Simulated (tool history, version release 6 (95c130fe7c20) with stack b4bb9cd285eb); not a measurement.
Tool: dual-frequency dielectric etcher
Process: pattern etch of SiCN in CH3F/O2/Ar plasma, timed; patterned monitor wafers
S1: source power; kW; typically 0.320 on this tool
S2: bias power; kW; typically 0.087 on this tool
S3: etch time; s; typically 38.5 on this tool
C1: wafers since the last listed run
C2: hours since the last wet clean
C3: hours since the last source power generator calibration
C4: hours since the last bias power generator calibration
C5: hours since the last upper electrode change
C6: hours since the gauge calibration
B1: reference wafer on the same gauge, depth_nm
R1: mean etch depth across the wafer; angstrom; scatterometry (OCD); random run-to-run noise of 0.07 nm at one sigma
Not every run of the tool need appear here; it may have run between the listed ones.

Run 1, day 0.000: usual settings but S2 0.104 kW; C1 0; C2 491.8; C3 3441.5; C4 2128.2; C5 2138.0; C6 806.2; B1 16.03. Result: R1 155.4 angstrom.
At day 1.254: wet clean of the chamber.
Run 2, day 4.004: usual settings but S2 0.104 kW; C1 995; C2 66.0; C3 3537.6; C4 2224.3; C5 2234.1; C6 902.3; B1 16.07. Result: R1 155.5 angstrom.
Run 3, day 7.504: usual settings but S2 0.104 kW; C1 1159; C2 150.0; C3 3621.6; C4 2308.3; C5 2318.1; C6 986.3; B1 16.13. Result: R1 155.9 angstrom.
Run 4, day 9.450: usual settings; C1 644; C2 196.7; C3 3668.3; C4 2355.0; C5 2364.8; C6 1033.0; B1 16.08. Result: R1 149.9 angstrom.
Run 5, day 13.783: usual settings; C1 1436; C2 300.7; C3 3772.3; C4 2459.0; C5 2468.8; C6 1137.0; B1 16.14. Result: R1 149.3 angstrom.
Run 6, day 18.912: usual settings but S2 0.100 kW; C1 1699; C2 423.8; C3 3895.4; C4 2582.1; C5 2591.9; C6 1260.1; B1 16.17. Result: R1 156.7 angstrom.
At day 24.517: wet clean of the chamber.
Run 7, day 30.912: usual settings but S2 0.100 kW; C1 3645; C2 153.5; C3 4183.4; C4 2870.1; C5 2879.9; C6 1548.1; B1 16.20. Result: R1 155.7 angstrom.
Run 8, day 33.392: usual settings but S2 0.100 kW; C1 821; C2 213.0; C3 4242.9; C4 2929.6; C5 2939.4; C6 1607.6; B1 16.22. Result: R1 155.2 angstrom.
At day 35.629: bias power generator calibrated.
Run 9, day 36.588: usual settings but S1 0.370 kW; C1 1003; C2 289.7; C3 4319.6; C4 23.0; C5 3016.1; C6 1684.3; B1 16.28. Result: R1 155.5 angstrom.
Run 10, day 40.933: usual settings; C1 1440; C2 394.0; C3 4423.9; C4 127.3; C5 3120.4; C6 1788.6; B1 16.29. Result: R1 150.9 angstrom.
At day 43.550: wet clean of the chamber.
Run 11, day 43.571: usual settings; C1 542; C2 0.5; C3 4487.2; C4 190.6; C5 3183.7; C6 1851.9; B1 16.25. Result: R1 150.1 angstrom.
Run 12, day 45.354: usual settings but S2 0.074 kW; C1 591; C2 43.3; C3 4530.0; C4 233.4; C5 3226.5; C6 1894.7; B1 16.30. Result: R1 147.0 angstrom.
Run 13, day 48.733: usual settings but S2 0.071 kW, S3 29.0 s; C1 1119; C2 124.4; C3 4611.1; C4 314.5; C5 3307.6; C6 1975.8; B1 16.31. Result: R1 109.8 angstrom.
Run 14, day 58.000: usual settings; C1 3071; C2 346.8; C3 4833.5; C4 536.9; C5 3530.0; C6 2198.2; B1 16.31. Result: R1 151.2 angstrom.
At day 59.954: source power generator calibrated.
Run 15, day 59.975: usual settings but S1 0.300 kW, S3 29.5 s; C1 599; C2 394.2; C3 0.5; C4 584.3; C5 3577.4; C6 2245.6; B1 16.30. Result: R1 115.1 angstrom.
Run 16, day 63.342: usual settings but S1 0.270 kW, S2 0.065 kW, S3 27.5 s; C1 1115; C2 475.0; C3 81.3; C4 665.1; C5 3658.2; C6 2326.4; B1 16.31. Result: R1 99.2 angstrom.
At day 64.367: wet clean of the chamber.
At day 65.921: upper electrode replaced.
Run 17, day 67.304: usual settings but S1 0.380 kW, S2 0.065 kW, S3 42.5 s; C1 650; C2 70.5; C3 176.4; C4 760.2; C5 33.2; C6 2421.5; B1 16.30. Result: R1 164.1 angstrom.
At day 70.158: gauge calibrated.
Run 18, day 71.725: usual settings; C1 1465; C2 176.6; C3 282.5; C4 866.3; C5 139.3; C6 37.6; B1 15.59. Result: R1 145.0 angstrom.
Run 19, day 75.358: usual settings but S2 0.105 kW; C1 1204; C2 263.8; C3 369.7; C4 953.5; C5 226.5; C6 124.8; B1 15.67. Result: R1 151.2 angstrom.
Run 20, day 77.167: usual settings but S1 0.270 kW; C1 599; C2 307.2; C3 413.1; C4 996.9; C5 269.9; C6 168.2; B1 15.65. Result: R1 141.4 angstrom.
Run 21, day 81.092: usual settings; C1 1300; C2 401.4; C3 507.3; C4 1091.1; C5 364.1; C6 262.4; B1 15.74. Result: R1 146.5 angstrom.
Run 22, day 82.738: usual settings but S1 0.240 kW, S2 0.069 kW; C1 545; C2 440.9; C3 546.8; C4 1130.6; C5 403.6; C6 301.9; B1 15.78. Result: R1 132.7 angstrom.
At day 84.871: wet clean of the chamber.
Run 23, day 84.892: usual settings but S1 0.400 kW, S2 0.102 kW, S3 35.5 s; C1 382; C2 0.5; C3 598.5; C4 1182.3; C5 455.3; C6 353.6; B1 15.81. Result: R1 147.4 angstrom.
Run 24, day 87.908: usual settings; C1 999; C2 72.9; C3 670.9; C4 1254.7; C5 527.7; C6 426.0; B1 15.86. Result: R1 149.2 angstrom.
Run 25, day 91.125: usual settings but S1 0.340 kW; C1 1066; C2 150.1; C3 748.1; C4 1331.9; C5 604.9; C6 503.2; B1 15.92. Result: R1 148.6 angstrom.

For each run, what was the tool's unlogged condition?
etch rate over this chamber's usual, %: 0 in every run
source power that arrives over what is set, %: 0 in every run
bias power that arrives over what is set, %: 0 in every run
H1: gauge reads high (%)
run       H1
  1     2.87
  2     3.08
  3     3.24
  4     3.32
  5      3.5
  6     3.68
  7     4.01
  8     4.06
  9     4.13
 10     4.21
 11     4.26
 12     4.29
 13     4.34
 14     4.45
 15     4.47
 16     4.51
 17     4.54
 18  -0.0632
 19    0.392
 20    0.602
 21     1.02
 22     1.19
 23     1.39
 24     1.66
 25     1.92

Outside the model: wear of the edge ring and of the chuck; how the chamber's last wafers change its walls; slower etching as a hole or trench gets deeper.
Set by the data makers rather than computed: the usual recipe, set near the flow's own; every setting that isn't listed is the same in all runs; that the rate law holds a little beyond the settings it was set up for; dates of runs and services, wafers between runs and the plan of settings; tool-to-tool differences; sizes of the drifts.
